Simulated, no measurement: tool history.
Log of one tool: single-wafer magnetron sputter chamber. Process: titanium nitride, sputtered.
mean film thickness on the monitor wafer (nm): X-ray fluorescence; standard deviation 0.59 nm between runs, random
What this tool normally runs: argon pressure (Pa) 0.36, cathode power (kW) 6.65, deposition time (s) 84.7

run	day	argon pressure (Pa)	cathode power (kW)	deposition time (s)	read-back reference wafer on the same gauge, thickness_nm	mean film thickness on the monitor wafer (nm)
1	0	0.36	7.65	92.5	103.025	117.938
2	0.525	0.36	7.65	92.5	102.925	116.757
3	0.958	0.36	6.65	71.9	102.993	78.928
4	1.612	0.36	6.65	92.7	103.037	102.183
5	2.338	0.324	7.6	84.7	103.144	107.208
# day 2.417: gauge calibrated
# day 2.833: sputter target and shields replaced
# day 3.208: magnet pack replaced, of another model than before
6	3.229	0.324	7.6	84.7	103.032	116.963
7	3.288	0.324	7.6	84.7	103.033	116.234
8	3.729	0.36	6.65	84.7	103.086	99.505

Run 9 is up next; what results do you expect?
9	4.246	0.36	6.65	84.7	?	?

Run 9 produced read-back reference wafer on the same gauge, thickness_nm 103.064, mean film thickness on the monitor wafer (nm) 99.88.
With no hidden state in the tool, this same run would have given mean film thickness on the monitor wafer (nm) 100.364.
